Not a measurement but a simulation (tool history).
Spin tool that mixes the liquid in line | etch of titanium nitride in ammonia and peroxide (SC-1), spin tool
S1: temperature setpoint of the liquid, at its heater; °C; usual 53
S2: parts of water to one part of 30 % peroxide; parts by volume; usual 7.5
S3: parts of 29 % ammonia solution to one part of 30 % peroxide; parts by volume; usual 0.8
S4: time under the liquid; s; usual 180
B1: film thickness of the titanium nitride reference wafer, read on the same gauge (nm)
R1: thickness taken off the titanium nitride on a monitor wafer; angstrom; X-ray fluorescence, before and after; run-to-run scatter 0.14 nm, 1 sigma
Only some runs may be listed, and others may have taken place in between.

Run 1, hour 0: usual settings but S1 61 °C, S3 0.6 parts by volume; B1 59.99. Result: R1 327.2 angstrom.
Run 2, hour 17: usual settings but S1 43.5 °C, S4 85 s; B1 60.02. Result: R1 48.4 angstrom.
At hour 30.3: gauge calibrated.
Run 3, hour 33.2: usual settings but S1 61 °C, S3 0.6 parts by volume; B1 60.02. Result: R1 327.8 angstrom.
Run 4, hour 61.5: usual settings but S3 0.95 parts by volume, S4 250 s; B1 60.01. Result: R1 288.8 angstrom.
Run 5, hour 88.5: usual settings but S1 46 °C; B1 60.01. Result: R1 122.6 angstrom.
Run 6, hour 124.1: usual settings but S1 60 °C, S2 5 parts by volume, S3 1 parts by volume, S4 130 s; B1 59.99. Result: R1 285.9 angstrom.
Run 7, hour 147.7: usual settings but S3 1.15 parts by volume; B1 59.99. Result: R1 210.7 angstrom.
Run 8, hour 173.4: usual settings but S1 56.5 °C, S2 9 parts by volume; B1 60.01. Result: R1 232.7 angstrom.
Run 9, hour 201.3: usual settings but S1 56.5 °C, S2 9 parts by volume; B1 59.96. Result: R1 229.5 angstrom.
At hour 212.8: ammonia flow meter replaced.
Run 10, hour 229.5: usual settings but S1 58 °C, S3 0.55 parts by volume, S4 235 s; B1 60.03. Result: R1 344.7 angstrom.
Run 11, hour 245.4: usual settings but S1 60 °C, S2 5 parts by volume, S3 1 parts by volume, S4 130 s; B1 60.01. Result: R1 283.4 angstrom.
Run 12, hour 277: usual settings but S1 46 °C, S2 5 parts by volume, S3 0.45 parts by volume, S4 80 s; B1 60.02. Result: R1 59.5 angstrom.
Run 13, hour 309.2: usual settings; B1 59.99. Result: R1 196.5 angstrom.
Run 14, hour 327.9: usual settings; B1 60. Result: R1 197.6 angstrom.
Run 15, hour 343: usual settings; B1 60.02. Result: R1 196.9 angstrom.
Run 16, hour 356.9: usual settings but S4 120 s; B1 60. Result: R1 129.9 angstrom.
Run 17, hour 377.2: usual settings; B1 59.99. Result: R1 196 angstrom.
Run 18, hour 408.5: usual settings but S4 105 s; B1 60.02. Result: R1 113.5 angstrom.
Run 19, hour 427.3: usual settings but S1 45.5 °C; B1 60. Result: R1 115.5 angstrom.

What will run 20 give?
Run 20, hour 458.1: usual settings but S2 6.5 parts by volume, S3 0.6 parts by volume, S4 225 s; B1 ?. Result: R1 ?.

{"run 20": {"B1": 59.98, "R1": 249}}
Had the tool carried no hidden state, the very same run would have given R1 260.9 angstrom.

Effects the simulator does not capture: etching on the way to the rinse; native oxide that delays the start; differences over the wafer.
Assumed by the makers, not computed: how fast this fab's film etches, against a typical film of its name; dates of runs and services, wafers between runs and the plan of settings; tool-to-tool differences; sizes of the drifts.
